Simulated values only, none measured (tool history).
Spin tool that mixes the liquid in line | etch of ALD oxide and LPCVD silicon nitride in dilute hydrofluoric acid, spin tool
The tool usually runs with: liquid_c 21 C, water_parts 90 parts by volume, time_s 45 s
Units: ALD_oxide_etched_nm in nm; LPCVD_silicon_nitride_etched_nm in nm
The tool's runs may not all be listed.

run,hour,liquid_c,water_parts,time_s,wafers since the last listed run,hours since the thermometer was replaced,hours since the hydrofluoric acid flow meter was replaced,hours since the gauge calibration,"read-back film thickness of the ALD oxide reference wafer, read on the same gauge (nm)","read-back film thickness of the LPCVD silicon nitride reference wafer, read on the same gauge (nm)",ALD_oxide_etched_nm,LPCVD_silicon_nitride_etched_nm
1,0,18.5,90,50,0,11,871,520,80.01,120.013,12.99,0.203
2,29,21,105,45,277,40,900,549,80,120.01,10.95,0.192
3,42,21,90,45,124,53,913,562,79.98,119.992,12.95,0.197
4,64.3,21,90,45,213,75.3,935.3,584.3,79.97,119.996,12.83,0.192
5,79.1,21,90,60,141,90.1,950.1,599.1,80.02,120,17.18,0.269
6,96.5,21,50,55,166,107.5,967.5,616.5,80.01,120.019,30.01,0.506
# hour 152.4: gauge calibrated
7,162.8,22.5,90,45,633,173.8,1033.8,10.4,80,119.992,13.64,0.221
8,183.1,17.5,65,45,194,194.1,1054.1,30.7,80.01,120,15.93,0.207
9,217.9,21,90,45,332,228.9,1088.9,65.5,80.01,120.008,12.86,0.213
10,232,21,90,45,134,243,1103,79.6,79.97,119.989,12.88,0.193
11,270.6,26,60,65,369,281.6,1141.6,118.2,80.02,120.016,35.56,0.566
# hour 287: hydrofluoric acid flow meter replaced
12,290.3,21,90,45,178,301.3,3.3,137.9,79.98,120,12.49,0.202
13,315.3,21,90,45,239,326.3,28.3,162.9,80.01,119.995,12.48,0.195

Run 14, settings as shown, results not yet in. Your forecast:
14,343.1,21,90,45,265,354.1,56.1,190.7,?,?,?,?

Run 14 produced read-back film thickness of the ALD oxide reference wafer, read on the same gauge (nm) 80, read-back film thickness of the LPCVD silicon nitride reference wafer, read on the same gauge (nm) 119.991, ALD_oxide_etched_nm 12.57 nm, LPCVD_silicon_nitride_etched_nm 0.162 nm.
If the tool had no hidden condition, the same run with the same run-to-run variation would have returned ALD_oxide_etched_nm 13.53 nm, LPCVD_silicon_nitride_etched_nm 0.173 nm.

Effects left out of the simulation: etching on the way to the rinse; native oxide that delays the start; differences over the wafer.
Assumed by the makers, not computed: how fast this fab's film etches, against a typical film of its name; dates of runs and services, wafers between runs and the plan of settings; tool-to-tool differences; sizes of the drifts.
